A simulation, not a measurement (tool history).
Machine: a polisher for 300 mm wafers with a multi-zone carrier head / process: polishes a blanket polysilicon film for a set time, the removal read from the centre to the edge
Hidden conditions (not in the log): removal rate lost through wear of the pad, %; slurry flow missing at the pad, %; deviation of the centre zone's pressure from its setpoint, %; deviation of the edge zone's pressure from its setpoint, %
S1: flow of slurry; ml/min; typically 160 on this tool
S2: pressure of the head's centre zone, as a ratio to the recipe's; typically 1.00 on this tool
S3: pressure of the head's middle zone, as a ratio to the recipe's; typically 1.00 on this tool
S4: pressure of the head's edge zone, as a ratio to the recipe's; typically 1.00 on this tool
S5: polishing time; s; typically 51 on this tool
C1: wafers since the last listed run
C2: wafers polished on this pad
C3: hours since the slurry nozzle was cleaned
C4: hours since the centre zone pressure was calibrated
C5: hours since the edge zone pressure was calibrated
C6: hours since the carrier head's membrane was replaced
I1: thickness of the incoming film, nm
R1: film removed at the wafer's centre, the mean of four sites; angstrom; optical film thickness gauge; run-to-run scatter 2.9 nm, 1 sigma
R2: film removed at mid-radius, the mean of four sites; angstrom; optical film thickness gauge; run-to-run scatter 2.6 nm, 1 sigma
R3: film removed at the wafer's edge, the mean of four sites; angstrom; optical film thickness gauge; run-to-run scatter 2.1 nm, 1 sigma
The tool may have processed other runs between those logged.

Run 1, hour 0.0: usual settings; C1 0; C2 1007; C3 69.7; C4 883.3; C5 164.6; C6 564.4; I1 965.0. Result: R1 3161 angstrom, R2 3234 angstrom, R3 3278 angstrom.
Run 2, hour 32.2: usual settings; C1 309; C2 1316; C3 101.9; C4 915.5; C5 196.8; C6 596.6; I1 972.7. Result: R1 3200 angstrom, R2 3211 angstrom, R3 3289 angstrom.
Run 3, hour 68.5: usual settings but S3 0.96, S5 36 s; C1 348; C2 1665; C3 138.2; C4 951.8; C5 233.1; C6 632.9; I1 992.1. Result: R1 2244 angstrom, R2 2224 angstrom, R3 2302 angstrom.
Run 4, hour 91.5: usual settings but S1 190 ml/min, S4 0.93, S5 35 s; C1 220; C2 1885; C3 161.2; C4 974.8; C5 256.1; C6 655.9; I1 984.8. Result: R1 2270 angstrom, R2 2271 angstrom, R3 2206 angstrom.
Run 5, hour 106.3: usual settings but S2 0.97, S4 1.08; C1 142; C2 2028; C3 176.0; C4 989.6; C5 270.9; C6 670.7; I1 987.0. Result: R1 3028 angstrom, R2 3232 angstrom, R3 3382 angstrom.
Run 6, hour 125.3: usual settings; C1 182; C2 2210; C3 195.0; C4 1008.6; C5 289.9; C6 689.7; I1 969.6. Result: R1 3145 angstrom, R2 3193 angstrom, R3 3267 angstrom.
At hour 141.8: centre zone pressure recalibrated.
At hour 145.2: worn pad replaced by a new one.
Run 7, hour 150.3: usual settings but S1 125 ml/min, S2 0.89, S5 43 s; C1 187; C2 48; C3 220.0; C4 8.5; C5 314.9; C6 714.7; I1 965.2. Result: R1 2349 angstrom, R2 2610 angstrom, R3 2636 angstrom.
At hour 183.0: carrier head's membrane replaced by a new one.
Run 8, hour 186.1: usual settings; C1 295; C2 344; C3 255.8; C4 44.3; C5 350.7; C6 3.1; I1 964.0. Result: R1 3317 angstrom, R2 3233 angstrom, R3 3228 angstrom.
Run 9, hour 201.0: usual settings but S2 0.94; C1 143; C2 487; C3 270.7; C4 59.2; C5 365.6; C6 18.0; I1 990.4. Result: R1 3107 angstrom, R2 3234 angstrom, R3 3257 angstrom.
At hour 305.9: edge zone pressure recalibrated.
Run 10, hour 307.9: usual settings but S2 1.06, S5 58 s; C1 1007; C2 1495; C3 377.6; C4 166.1; C5 2.0; C6 124.9; I1 975.3. Result: R1 3928 angstrom, R2 3695 angstrom, R3 3703 angstrom.
Run 11, hour 328.8: usual settings but S1 135 ml/min, S2 0.97, S4 1.10; C1 200; C2 1695; C3 398.5; C4 187.0; C5 22.9; C6 145.8; I1 986.5. Result: R1 3029 angstrom, R2 3163 angstrom, R3 3323 angstrom.
Run 12, hour 345.2: usual settings; C1 157; C2 1853; C3 414.9; C4 203.4; C5 39.3; C6 162.2; I1 985.0. Result: R1 3241 angstrom, R2 3270 angstrom, R3 3209 angstrom.
At hour 368.2: worn pad replaced by a new one.
Run 13, hour 368.7: usual settings but S3 1.03, S5 42 s; C1 187; C2 4; C3 438.4; C4 226.9; C5 62.8; C6 185.7; I1 978.7. Result: R1 2620 angstrom, R2 2734 angstrom, R3 2674 angstrom.
Run 14, hour 394.4: usual settings; C1 246; C2 251; C3 464.1; C4 252.6; C5 88.5; C6 211.4; I1 972.0. Result: R1 3246 angstrom, R2 3268 angstrom, R3 3216 angstrom.
Run 15, hour 422.3: usual settings but S5 59 s; C1 267; C2 519; C3 492.0; C4 280.5; C5 116.4; C6 239.3; I1 980.1. Result: R1 3735 angstrom, R2 3753 angstrom, R3 3755 angstrom.
Run 16, hour 436.7: usual settings but S1 185 ml/min; C1 138; C2 657; C3 506.4; C4 294.9; C5 130.8; C6 253.7; I1 975.0. Result: R1 3295 angstrom, R2 3269 angstrom, R3 3318 angstrom.
Run 17, hour 466.6: usual settings but S2 0.90, S5 42 s; C1 287; C2 944; C3 536.3; C4 324.8; C5 160.7; C6 283.6; I1 989.5. Result: R1 2364 angstrom, R2 2710 angstrom, R3 2687 angstrom.
Run 18, hour 524.0: usual settings but S3 0.97; C1 551; C2 1495; C3 593.7; C4 382.2; C5 218.1; C6 341.0; I1 976.5. Result: R1 3197 angstrom, R2 3206 angstrom, R3 3219 angstrom.
Run 19, hour 538.3: usual settings but S1 140 ml/min, S2 0.93, S4 0.90; C1 137; C2 1633; C3 608.0; C4 396.5; C5 232.4; C6 355.3; I1 972.5. Result: R1 2882 angstrom, R2 3172 angstrom, R3 3042 angstrom.
Run 20, hour 564.9: usual settings but S1 210 ml/min, S4 1.07; C1 255; C2 1888; C3 634.6; C4 423.1; C5 259.0; C6 381.9; I1 963.4. Result: R1 3309 angstrom, R2 3348 angstrom, R3 3454 angstrom.
Run 21, hour 583.7: usual settings; C1 180; C2 2069; C3 653.4; C4 441.9; C5 277.8; C6 400.7; I1 971.8. Result: R1 3141 angstrom, R2 3242 angstrom, R3 3264 angstrom.
At hour 627.6: worn pad replaced by a new one.
Run 22, hour 652.1: usual settings but S1 125 ml/min, S3 1.10, S4 0.88, S5 58 s; C1 618; C2 235; C3 721.8; C4 510.3; C5 346.2; C6 469.1; I1 981.5. Result: R1 3417 angstrom, R2 3718 angstrom, R3 3343 angstrom.

What if the next run were any one of these 4? Each begins from the tool's condition after run 22:
Run A, hour 652.5: usual settings but S2 0.95; C1 3; C2 239; C3 722.2; C4 510.7; C5 346.6; C6 469.5; I1 975.4. Result: R1 ?, R2 ?, R3 ?.
Run B, hour 652.5: usual settings but S3 1.07; C1 3; C2 239; C3 722.2; C4 510.7; C5 346.6; C6 469.5; I1 975.4. Result: R1 ?, R2 ?, R3 ?.
Run C, hour 652.5: usual settings but S1 200 ml/min, S2 0.92, S3 0.91; C1 3; C2 239; C3 722.2; C4 510.7; C5 346.6; C6 469.5; I1 975.4. Result: R1 ?, R2 ?, R3 ?.
Run D, hour 652.5: usual settings but S1 190 ml/min, S3 1.06, S4 0.91; C1 3; C2 239; C3 722.2; C4 510.7; C5 346.6; C6 469.5; I1 975.4. Result: R1 ?, R2 ?, R3 ?.

run    R1    R2    R3
  A  3019  3198  3274
  B  3181  3347  3271
  C  3042  3117  3365
  D  3285  3422  3195
Without the tool's unlogged condition, the same runs would have read:
run    R1    R2    R3
  A  3155  3197  3274
  B  3323  3346  3271
  C  3179  3117  3365
  D  3431  3421  3195
